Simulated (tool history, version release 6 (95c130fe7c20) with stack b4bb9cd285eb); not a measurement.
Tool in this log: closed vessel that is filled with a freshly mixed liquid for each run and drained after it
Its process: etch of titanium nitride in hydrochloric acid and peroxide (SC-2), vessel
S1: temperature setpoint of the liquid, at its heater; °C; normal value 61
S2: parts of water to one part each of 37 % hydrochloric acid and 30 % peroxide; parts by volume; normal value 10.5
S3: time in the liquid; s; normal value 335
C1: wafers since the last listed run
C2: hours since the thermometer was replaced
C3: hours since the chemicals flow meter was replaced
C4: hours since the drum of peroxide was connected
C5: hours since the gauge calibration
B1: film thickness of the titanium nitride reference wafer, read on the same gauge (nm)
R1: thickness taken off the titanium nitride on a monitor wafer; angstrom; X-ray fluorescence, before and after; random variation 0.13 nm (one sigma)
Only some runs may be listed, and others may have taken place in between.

run   hour    S1    S2   S3    C1     C2     C3     C4     C5     B1     R1
  1      0    61  10.5  335     0  486.8   31.3    585  492.8     40  248.7
  2   10.3    61  10.5  335   666  497.1   41.6  595.3  503.1  40.01  249.5
  3   26.1    61  10.5  335  1022  512.9   57.4  611.1  518.9  40.01  249.5
  4   41.1    61  10.5  335   970  527.9   72.4  626.1  533.9  40.02  250.1
  5   50.7    61  10.5  335   621  537.5     82  635.7  543.5  40.01  249.7
      57.7  -- thermometer replaced
      59.1  -- gauge calibrated
  6     61    61  10.5  335   601    3.3   92.3    646    1.9  39.99  248.5
  7   69.2    61  10.5  335   530   11.5  100.5  654.2   10.1  39.99  247.6
  8     87    61  10.5  335  1151   29.3  118.3    672   27.9     40    249
  9   94.4    65  10.5  525   478   36.7  125.7  679.4   35.3     40  503.1
 10  101.6  64.5  10.5  335   465   43.9  132.9  686.6   42.5  40.02  311.8
 11  118.7    65  10.5  205  1106     61    150  703.7   59.6  39.98  194.7
 12  129.4    53  13.5  155   692   71.7  160.7  714.4   70.3  40.01   55.4
 13  140.3    61  10.5  335   705   82.6  171.6  725.3   81.2  39.98  247.9
 14  151.1    61     7  335   698   93.4  182.4  736.1     92  39.98  345.2
 15    159    56  10.5  335   511  101.3  190.3    744   99.9     40  179.6
     163.5  -- new drum of peroxide connected
 16  165.5    57  10.5  175   355  107.8  196.8      2  106.4     40  105.5
 17  180.4    67  15.5  510   964  122.7  211.7   16.9  121.3     40    411
 18  186.9  63.5   8.5  335   420  129.2  218.2   23.4  127.8  39.96  360.9
 19  206.9    61  15.5  335  1294  149.2  238.2   43.4  147.8  39.98  185.9
 20  217.5    61     6  240   685  159.8  248.8     54  158.4  39.99  291.5
 21  230.5    61  10.5  335   841  172.8  261.8     67  171.4     40  260.8
 22  247.5  53.5  10.5  155  1100  189.8  278.8     84  188.4  40.02   74.1
 23  258.2    57     9  490   692  200.5  289.5   94.7  199.1  40.01  339.2
 24  272.1  56.5  10.5  335   899  214.4  303.4  108.6    213     40  195.8
 25  284.2  67.5  13.5  175   782  226.5  315.5  120.7  225.1  40.01  163.4
 26  298.4  64.5  15.5  335   918  240.7  329.7  134.9  239.3     40  230.7
 27  306.7    66     9  145   537    249    338  143.2  247.6  39.97  173.6
 28  327.6    61     9  205  1352  269.9  358.9  164.1  268.5  39.99  178.1
 29  340.2    61  10.5  335   815  282.5  371.5  176.7  281.1     40  259.2

How would selected steps in R1 from run to run divide? Give the signed amount a tool lacking its hidden state would still show from settings, what came in and random variation, and the signed amount left for the hidden state, including any gauge scatter that is not in both of the compared results.
What the log doesn't record here: liquid hotter than its thermometer reads (K); chemicals flow above the setpoint (%); peroxide weaker than its label (%); gauge reads high (%).
Run 8 -> 9: S1 61 -> 65, S3 335 -> 525. R1 +254.1 angstrom: hidden state -13.8, all else +267.9.
Run 12 -> 13: S1 53 -> 61, S2 13.5 -> 10.5, S3 155 -> 335. R1 +192.5 angstrom: hidden state -10.8, all else +203.3.
Run 16 -> 17: S1 57 -> 67, S2 10.5 -> 15.5, S3 175 -> 510. R1 +305.5 angstrom: hidden state -1.9, all else +307.4.
Run 22 -> 23: S1 53.5 -> 57, S2 10.5 -> 9, S3 155 -> 490. R1 +265.1 angstrom: hidden state -2.7, all else +267.8.

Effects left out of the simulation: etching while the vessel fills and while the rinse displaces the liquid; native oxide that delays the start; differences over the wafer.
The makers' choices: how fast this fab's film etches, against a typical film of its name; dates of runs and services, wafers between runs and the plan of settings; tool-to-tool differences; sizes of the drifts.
